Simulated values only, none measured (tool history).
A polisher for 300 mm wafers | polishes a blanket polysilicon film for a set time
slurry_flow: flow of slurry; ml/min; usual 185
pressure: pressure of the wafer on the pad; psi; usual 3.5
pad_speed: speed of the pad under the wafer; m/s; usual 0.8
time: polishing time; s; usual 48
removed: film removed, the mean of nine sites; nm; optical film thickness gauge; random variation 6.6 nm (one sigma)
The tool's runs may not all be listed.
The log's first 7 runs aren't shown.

run,hour,slurry_flow,pressure,pad_speed,time,"incoming thickness of the incoming film, nm",removed
# hour 87: worn pad replaced by a new one
8,98.4,185,3.5,0.8,48,1101.7,403.4
9,115.4,185,3.5,0.88,48,1090.6,435.7
10,129.4,185,3.5,0.88,48,1091.4,436.9
# hour 142.6: worn pad replaced by a new one, repeated, since the last time left the tool worse
11,143.1,185,3.5,0.8,48,1089.4,465.3
12,151.6,185,3.5,0.8,48,1089.4,457.1
# hour 153.9: head pressure recalibrated
# hour 167.3: slurry nozzle cleaned
13,168.9,185,3.5,0.98,48,1090.1,556.2
14,178.9,185,3.5,0.98,48,1098,565.7
15,193.1,185,3.5,0.8,48,1071.9,456.9
16,205,215,3,0.8,64,1074.7,522.6
17,217.1,130,3.5,0.72,63,1098.7,490.9
18,232.9,150,3.1,0.96,57,1100.3,522
19,246,215,2.4,0.54,58,1080.9,247.2
# hour 255.4: worn pad replaced by a new one
20,255.9,155,2.4,0.58,48,1092.9,218.2
21,270.3,185,3.5,0.8,48,1112.9,473.8
22,284.3,185,2.6,0.8,38,1095.2,260.8
23,291.4,185,4.1,0.96,48,1102.5,635.7
24,299.8,185,3.5,0.8,48,1080.3,463.3
25,309.5,130,2.6,0.8,56,1092.7,377.9
26,318.4,185,3.5,0.8,48,1107.5,457
27,327.7,185,3.5,0.8,48,1098.3,442.5
28,344.3,235,3.5,1.02,43,1107.4,514.2
29,354.2,185,3.5,0.8,48,1093.7,431.4
# hour 360.1: worn pad replaced by a new one
30,407.8,160,3.5,0.8,57,1102,531.4
31,418.9,185,3.5,0.8,62,1088.6,588.5

Forecast each of these 5 alternatives for the next run:
A,419.3,185,3.5,0.8,48,1095.3,?
B,419.3,185,4.3,0.8,40,1095.3,?
C,419.3,240,2.7,1.02,61,1095.3,?
D,419.3,185,2.4,0.8,48,1095.3,?
E,419.3,185,4.3,0.8,48,1095.3,?

run,removed
A,457.7
B,468.6
C,589.2
D,313.9
E,562.4
Without the tool's hidden state the same runs would have given:
run,removed
A,470
B,481.2
C,605.1
D,322.3
E,577.4
